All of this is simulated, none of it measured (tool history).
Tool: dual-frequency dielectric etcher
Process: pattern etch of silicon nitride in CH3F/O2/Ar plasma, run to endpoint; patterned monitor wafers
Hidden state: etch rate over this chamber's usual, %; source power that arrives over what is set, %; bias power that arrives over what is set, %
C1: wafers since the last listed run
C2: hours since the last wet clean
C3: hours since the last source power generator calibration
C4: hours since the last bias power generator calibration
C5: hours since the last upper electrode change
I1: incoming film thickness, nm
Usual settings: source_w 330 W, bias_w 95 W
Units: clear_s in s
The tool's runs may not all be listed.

run 1 hour=0.0 | source_w=360 bias_w=81 | C1=0 C2=443.8 C3=3761.5 C4=3417.2 C5=1803.4 | I1=29.83 | clear_s=41.5
run 2 hour=28.6 | source_w=360 bias_w=81 | C1=217 C2=472.4 C3=3790.1 C4=3445.8 C5=1832.0 | I1=29.57 | clear_s=41.3
run 3 hour=46.2 | source_w=330 bias_w=113 | C1=133 C2=490.0 C3=3807.7 C4=3463.4 C5=1849.6 | I1=29.76 | clear_s=38.3
run 4 hour=77.2 | source_w=330 bias_w=113 | C1=235 C2=521.0 C3=3838.7 C4=3494.4 C5=1880.6 | I1=29.41 | clear_s=37.7
run 5 hour=102.8 | source_w=330 bias_w=113 | C1=194 C2=546.6 C3=3864.3 C4=3520.0 C5=1906.2 | I1=29.63 | clear_s=38.2
-- hour=112.0 bias power generator calibrated
-- hour=114.1 source power generator calibrated
run 6 hour=128.3 | source_w=330 bias_w=95 | C1=147 C2=572.1 C3=14.2 C4=16.3 C5=1931.7 | I1=29.54 | clear_s=40.3
run 7 hour=158.0 | source_w=330 bias_w=95 | C1=225 C2=601.8 C3=43.9 C4=46.0 C5=1961.4 | I1=30.08 | clear_s=41.1
run 8 hour=174.5 | source_w=350 bias_w=112 | C1=125 C2=618.3 C3=60.4 C4=62.5 C5=1977.9 | I1=29.67 | clear_s=38.2
run 9 hour=218.6 | source_w=410 bias_w=72 | C1=335 C2=662.4 C3=104.5 C4=106.6 C5=2022.0 | I1=29.47 | clear_s=42.1
-- hour=257.9 wet clean of the chamber
-- hour=259.9 upper electrode replaced
run 10 hour=260.4 | source_w=330 bias_w=95 | C1=120 C2=2.5 C3=146.3 C4=148.4 C5=0.5 | I1=29.61 | clear_s=39.3
run 11 hour=261.9 | source_w=280 bias_w=76 | C1=11 C2=4.0 C3=147.8 C4=149.9 C5=2.0 | I1=29.34 | clear_s=43.0
run 12 hour=281.7 | source_w=380 bias_w=95 | C1=150 C2=23.8 C3=167.6 C4=169.7 C5=21.8 | I1=29.63 | clear_s=38.0
run 13 hour=311.3 | source_w=290 bias_w=106 | C1=224 C2=53.4 C3=197.2 C4=199.3 C5=51.4 | I1=29.52 | clear_s=39.2
run 14 hour=329.0 | source_w=370 bias_w=118 | C1=134 C2=71.1 C3=214.9 C4=217.0 C5=69.1 | I1=29.38 | clear_s=35.7
run 15 hour=348.4 | source_w=330 bias_w=84 | C1=147 C2=90.5 C3=234.3 C4=236.4 C5=88.5 | I1=29.51 | clear_s=41.1

3 ways to go on from here, each from the tool as it stands after run 15. What would each give?
run A hour=348.8 | source_w=330 bias_w=95 | C1=3 C2=90.9 C3=234.7 C4=236.8 C5=88.9 | I1=29.96 | clear_s=?
run B hour=348.8 | source_w=370 bias_w=95 | C1=3 C2=90.9 C3=234.7 C4=236.8 C5=88.9 | I1=29.96 | clear_s=?
run C hour=348.8 | source_w=280 bias_w=95 | C1=3 C2=90.9 C3=234.7 C4=236.8 C5=88.9 | I1=29.96 | clear_s=?

run=A clear_s=39.8
run=B clear_s=38.9
run=C clear_s=41.1
Without the tool's hidden state the same runs would have given:
run=A clear_s=39.1
run=B clear_s=38.2
run=C clear_s=40.4

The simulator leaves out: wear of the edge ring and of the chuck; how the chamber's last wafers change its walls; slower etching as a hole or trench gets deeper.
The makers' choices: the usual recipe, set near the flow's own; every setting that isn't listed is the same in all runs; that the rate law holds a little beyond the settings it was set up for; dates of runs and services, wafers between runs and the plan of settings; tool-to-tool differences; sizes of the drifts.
